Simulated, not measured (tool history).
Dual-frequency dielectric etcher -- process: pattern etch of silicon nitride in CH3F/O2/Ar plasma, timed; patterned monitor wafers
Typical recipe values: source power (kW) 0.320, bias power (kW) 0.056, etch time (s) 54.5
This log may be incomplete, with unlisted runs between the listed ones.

run   hour  source power (kW)  bias power (kW)  etch time (s)  read-back reference wafer on the same gauge, depth_nm  mean etch depth across the wafer (angstrom)
  1    0.0              0.320            0.056           54.5                                                  35.61                                        354.2
      16.4  -- gauge calibrated
  2   22.9              0.320            0.056           54.5                                                  35.59                                        353.1
  3   56.1              0.320            0.056           54.5                                                  35.59                                        353.1
  4   78.4              0.320            0.056           54.5                                                  35.61                                        353.6
     112.8  -- wet clean of the chamber
  5  113.3              0.320            0.056           54.5                                                  35.59                                        358.8
  6  134.5              0.280            0.056           54.5                                                  35.61                                        344.2
     160.3  -- bias power generator calibrated
  7  160.8              0.320            0.056           54.5                                                  35.60                                        359.0
  8  186.3              0.370            0.056           69.5                                                  35.60                                        477.3
     213.4  -- upper electrode replaced
     218.9  -- source power generator calibrated
  9  221.1              0.320            0.056           54.5                                                  35.60                                        358.0
 10  234.3              0.320            0.056           68.0                                                  35.60                                        446.0
     251.5  -- gauge calibrated
 11  258.6              0.320            0.044           45.5                                                  35.59                                        284.2
 12  287.0              0.320            0.064           40.0                                                  35.61                                        270.0
 13  315.1              0.320            0.056           54.5                                                  35.61                                        356.4

Run 14, settings as shown, results not yet in. Your forecast:
 14  327.3              0.290            0.056           39.0                                                      ?                                            ?

read-back reference wafer on the same gauge, depth_nm: 35.61
mean etch depth across the wafer (angstrom): 248.1
Minus the tool's unlogged condition, the same run would have read mean etch depth across the wafer (angstrom) 249.4.
